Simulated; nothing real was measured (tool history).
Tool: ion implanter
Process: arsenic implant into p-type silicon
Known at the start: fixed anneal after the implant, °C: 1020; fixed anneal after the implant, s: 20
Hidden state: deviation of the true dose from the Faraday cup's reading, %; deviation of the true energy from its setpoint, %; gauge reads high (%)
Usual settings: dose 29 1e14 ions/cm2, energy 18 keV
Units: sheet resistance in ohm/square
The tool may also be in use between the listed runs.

run,hour,dose,energy,wafers since the last listed run,hours since the last dose calibration,hours since the extraction supply was calibrated,hours since the gauge calibration,"read-back reference wafer on the same gauge, sheet resistance",sheet resistance
1,0,23.02,15,0,1250,5900.1,1114.1,76.44,99.26
2,105.3,29,18,2628,1355.3,6005.4,1219.4,76.37,91.6
3,145,29,18,990,1395,6045.1,1259.1,76.4,91.72
# hour 159.7: gauge calibrated
4,182.7,29,18,940,1432.7,6082.8,23,76.31,91.46
5,251.4,29,18,1714,1501.4,6151.5,91.7,76.36,91.48
6,288,29,18,913,1538,6188.1,128.3,76.39,91.32
7,384.5,29,18,2408,1634.5,6284.6,224.8,76.39,91.44
8,437.8,29,18,1330,1687.8,6337.9,278.1,76.42,91.34
9,509.3,29,18,1784,1759.3,6409.4,349.6,76.36,91.4
10,548,31.43,16.5,965,1798,6448.1,388.3,76.45,92.36
11,607.7,35.48,18,1490,1857.7,6507.8,448,76.41,88.36
# hour 673.4: extraction supply calibrated
12,683.1,35.48,18,1682,1933.1,9.7,523.4,76.38,88.44
13,737.9,35.48,18,1367,1987.9,64.5,578.2,76.42,88.71
# hour 807: Faraday cup replaced and dose calibrated
14,835.2,23.02,15,2228,28.2,161.8,675.5,76.37,99.79
15,919.2,33.35,15.5,2096,112.2,245.8,759.5,76.37,93.32
16,984,29,18,1617,177,310.6,824.3,76.42,91.73
17,1065.1,25.81,22,2024,258.1,391.7,905.4,76.4,88.06
18,1140.2,24.98,18,1874,333.2,466.8,980.5,76.44,93.95
19,1186.5,22.39,20.5,1155,379.5,513.1,1026.8,76.43,92.1
20,1271.9,36.75,20,2131,464.9,598.5,1112.2,76.42,85.67
21,1347,29,24,1874,540,673.6,1187.3,76.39,83.84
# hour 1400.2: gauge calibrated
22,1431.1,23.86,16.5,2099,624.1,757.7,30.9,76.42,96.68
23,1502.9,37.48,23.5,1792,695.9,829.5,102.7,76.36,80.83
24,1599.4,23.72,24,2408,792.4,926,199.2,76.35,86.55
25,1665.3,35.55,23.5,1644,858.3,991.9,265.1,76.38,81.43
26,1706.7,29,18,1033,899.7,1033.3,306.5,76.39,91.5
27,1767.8,26.25,14,1524,960.8,1094.4,367.6,76.44,98.5

Forecast each of these 3 alternatives for the next run:
A,1768.2,29,18,9,961.2,1094.8,368,?,?
B,1768.2,24.69,19.5,9,961.2,1094.8,368,?,?
C,1768.2,33.55,15,9,961.2,1094.8,368,?,?

run,"read-back reference wafer on the same gauge, sheet resistance",sheet resistance
A,76.42,91.63
B,76.42,91.9
C,76.42,93.77
Without the tool's hidden state the same runs would have given:
run,sheet resistance
A,92.12
B,92.45
C,94.28
